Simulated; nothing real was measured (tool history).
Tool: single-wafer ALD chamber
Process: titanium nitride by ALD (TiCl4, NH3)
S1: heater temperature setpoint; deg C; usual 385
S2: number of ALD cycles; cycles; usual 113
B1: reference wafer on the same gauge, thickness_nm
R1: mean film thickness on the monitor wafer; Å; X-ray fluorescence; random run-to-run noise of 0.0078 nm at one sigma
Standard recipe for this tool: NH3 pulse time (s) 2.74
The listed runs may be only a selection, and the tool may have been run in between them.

{"run": 1, "hour": 0.0, "S1": 385, "S2": 113, "NH3 pulse time (s)": 2.74, "B1": 2.94, "R1": 26.36}
{"run": 2, "hour": 16.9, "S1": 385, "S2": 113, "NH3 pulse time (s)": 2.74, "B1": 2.94, "R1": 26.37}
{"run": 3, "hour": 37.1, "S1": 385, "S2": 113, "NH3 pulse time (s)": 2.74, "B1": 2.937, "R1": 26.41}
{"run": 4, "hour": 60.4, "S1": 385, "S2": 113, "NH3 pulse time (s)": 2.74, "B1": 2.937, "R1": 26.28}
{"run": 5, "hour": 89.0, "S1": 385, "S2": 113, "NH3 pulse time (s)": 2.74, "B1": 2.941, "R1": 26.33}
{"run": 6, "hour": 114.1, "S1": 385, "S2": 113, "NH3 pulse time (s)": 2.74, "B1": 2.94, "R1": 26.25}
{"run": 7, "hour": 130.3, "S1": 385, "S2": 113, "NH3 pulse time (s)": 2.74, "B1": 2.94, "R1": 26.43}
{"run": 8, "hour": 143.8, "S1": 385, "S2": 113, "NH3 pulse time (s)": 2.74, "B1": 2.939, "R1": 26.28}
{"run": 9, "hour": 161.1, "S1": 375, "S2": 113, "NH3 pulse time (s)": 2.74, "B1": 2.942, "R1": 26.29}
{"run": 10, "hour": 188.3, "S1": 385, "S2": 113, "NH3 pulse time (s)": 2.74, "B1": 2.94, "R1": 26.29}
{"run": 11, "hour": 201.2, "S1": 385, "S2": 113, "NH3 pulse time (s)": 2.74, "B1": 2.939, "R1": 26.41}
{"run": 12, "hour": 294.4, "S1": 385, "S2": 113, "NH3 pulse time (s)": 2.74, "B1": 2.934, "R1": 26.54}
{"run": 13, "hour": 309.8, "S1": 385, "S2": 113, "NH3 pulse time (s)": 2.74, "B1": 2.94, "R1": 26.3}
{"run": 14, "hour": 401.7, "S1": 385, "S2": 113, "NH3 pulse time (s)": 2.74, "B1": 2.938, "R1": 26.45}
{"run": 15, "hour": 416.1, "S1": 385, "S2": 113, "NH3 pulse time (s)": 2.41, "B1": 2.944, "R1": 26.07}
{"run": 16, "hour": 451.3, "S1": 385, "S2": 113, "NH3 pulse time (s)": 2.41, "B1": 2.941, "R1": 26.08}
{"hour": 472.5, "done": "thermocouple changed; heater temperature recalibrated"}
{"run": 17, "hour": 481.3, "S1": 385, "S2": 113, "NH3 pulse time (s)": 2.41, "B1": 2.939, "R1": 26.08}
{"run": 18, "hour": 516.6, "S1": 372, "S2": 95, "NH3 pulse time (s)": 2.15, "B1": 2.94, "R1": 21.15}
{"run": 19, "hour": 534.8, "S1": 372, "S2": 121, "NH3 pulse time (s)": 1.99, "B1": 2.938, "R1": 26.68}
{"run": 20, "hour": 547.0, "S1": 372, "S2": 113, "NH3 pulse time (s)": 3.57, "B1": 2.937, "R1": 26.56}
{"run": 21, "hour": 572.5, "S1": 372, "S2": 123, "NH3 pulse time (s)": 2.74, "B1": 2.943, "R1": 28.27}
{"run": 22, "hour": 586.2, "S1": 379, "S2": 113, "NH3 pulse time (s)": 2.18, "B1": 2.941, "R1": 25.63}
{"run": 23, "hour": 612.2, "S1": 385, "S2": 113, "NH3 pulse time (s)": 2.74, "B1": 2.938, "R1": 26.42}
{"run": 24, "hour": 637.8, "S1": 377, "S2": 113, "NH3 pulse time (s)": 2.74, "B1": 2.939, "R1": 26.24}
{"hour": 648.4, "done": "showerhead replaced"}
{"run": 25, "hour": 671.7, "S1": 390, "S2": 113, "NH3 pulse time (s)": 3.23, "B1": 2.941, "R1": 26.75}
{"run": 26, "hour": 684.3, "S1": 372, "S2": 123, "NH3 pulse time (s)": 2.74, "B1": 2.941, "R1": 28.27}
{"run": 27, "hour": 706.2, "S1": 385, "S2": 113, "NH3 pulse time (s)": 2.74, "B1": 2.941, "R1": 26.4}
{"run": 28, "hour": 735.9, "S1": 385, "S2": 122, "NH3 pulse time (s)": 3.67, "B1": 2.943, "R1": 28.97}
{"hour": 755.6, "done": "gauge calibrated"}
{"run": 29, "hour": 758.8, "S1": 385, "S2": 133, "NH3 pulse time (s)": 2.74, "B1": 2.939, "R1": 31.18}
{"run": 30, "hour": 852.0, "S1": 399, "S2": 132, "NH3 pulse time (s)": 3.66, "B1": 2.942, "R1": 31.56}
{"run": 31, "hour": 886.9, "S1": 371, "S2": 119, "NH3 pulse time (s)": 3.33, "B1": 2.938, "R1": 27.87}
{"run": 32, "hour": 905.7, "S1": 372, "S2": 97, "NH3 pulse time (s)": 1.66, "B1": 2.942, "R1": 20.33}
{"run": 33, "hour": 969.4, "S1": 391, "S2": 98, "NH3 pulse time (s)": 1.86, "B1": 2.94, "R1": 22.09}
{"run": 34, "hour": 996.4, "S1": 396, "S2": 133, "NH3 pulse time (s)": 2.34, "B1": 2.943, "R1": 30.89}
{"run": 35, "hour": 1021.9, "S1": 385, "S2": 113, "NH3 pulse time (s)": 2.41, "B1": 2.938, "R1": 25.94}

What if the next run were any one of these 3? Each begins from the tool's condition after run 35:
{"run": "A", "hour": 1022.6, "S1": 385, "S2": 113, "NH3 pulse time (s)": 2.74, "B1": "?", "R1": "?"}
{"run": "B", "hour": 1022.6, "S1": 385, "S2": 101, "NH3 pulse time (s)": 2.46, "B1": "?", "R1": "?"}
{"run": "C", "hour": 1022.6, "S1": 385, "S2": 131, "NH3 pulse time (s)": 3.28, "B1": "?", "R1": "?"}

run=A B1=2.939 R1=26.39
run=B B1=2.939 R1=23.38
run=C B1=2.939 R1=30.96
Without the tool's hidden state the same runs would have given:
run=A R1=26.39
run=B R1=23.38
run=C R1=30.96
